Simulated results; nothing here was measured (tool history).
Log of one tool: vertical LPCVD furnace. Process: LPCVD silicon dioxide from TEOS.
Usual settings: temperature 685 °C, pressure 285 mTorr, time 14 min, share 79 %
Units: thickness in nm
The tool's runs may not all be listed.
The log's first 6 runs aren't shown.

run,hour,temperature,pressure,time,share,"read-back reference wafer on the same gauge, thickness",thickness
7,97.9,685,285,14,79,94.1,87.98
8,105.9,685,285,14,79,94.1,88.3
9,123.4,685,285,14,79,94.08,88.07
10,137.9,685,285,14,79,94.08,87.8
11,143.9,685,235,14,79,94.06,79.82
12,150.2,685,235,14,79,94.12,80.03
# hour 179.4: pressure gauge zeroed
13,179.9,685,235,14,79,94.07,79.87
14,184,685,285,14,74,94.07,85.06
15,188,685,285,14,74,94.1,85.26
16,192,685,215,14,94,94.1,83.58
17,208.9,685,285,14,79,94.11,88.09
# hour 236.8: gauge calibrated
# hour 239.7: thermocouples replaced and temperature profile calibrated
# hour 246.7: TEOS flow controller replaced
18,247.2,685,285,18.5,79,94.06,105.85
19,251.2,685,285,14,79,94.08,80.18
20,255.2,685,285,17.5,74,94.09,97.31
21,259.8,695,220,14,66,94.17,81.65
22,271.3,685,220,14,79,94.13,70.58
23,286.7,681,235,14,70,94.12,62.48
24,297.8,681,285,14,83,94.12,75.02
25,307.3,674,310,14,94,94.09,70.32
26,321.3,685,285,14,79,94.13,80.74
27,330.3,685,285,12,79,94.08,69.26
28,339.6,685,260,14,79,94.11,77.12
29,353.3,685,225,16.5,90,94.08,90.55
30,368.4,685,285,14,79,94.13,81.07

5 ways to go on from here, each from the tool as it stands after run 30. What would each give?
A,372.5,685,285,14,79,?,?
B,372.5,685,220,14,88,?,?
C,372.5,685,240,14,79,?,?
D,372.5,685,285,16,79,?,?
E,372.5,685,340,10,88,?,?

run,"read-back reference wafer on the same gauge, thickness",thickness
A,94.1,81.4
B,94.1,75.48
C,94.1,74.7
D,94.1,93.03
E,94.1,67.03
Without the tool's hidden state the same runs would have given:
run,thickness
A,79.53
B,73.74
C,72.98
D,90.89
E,65.48

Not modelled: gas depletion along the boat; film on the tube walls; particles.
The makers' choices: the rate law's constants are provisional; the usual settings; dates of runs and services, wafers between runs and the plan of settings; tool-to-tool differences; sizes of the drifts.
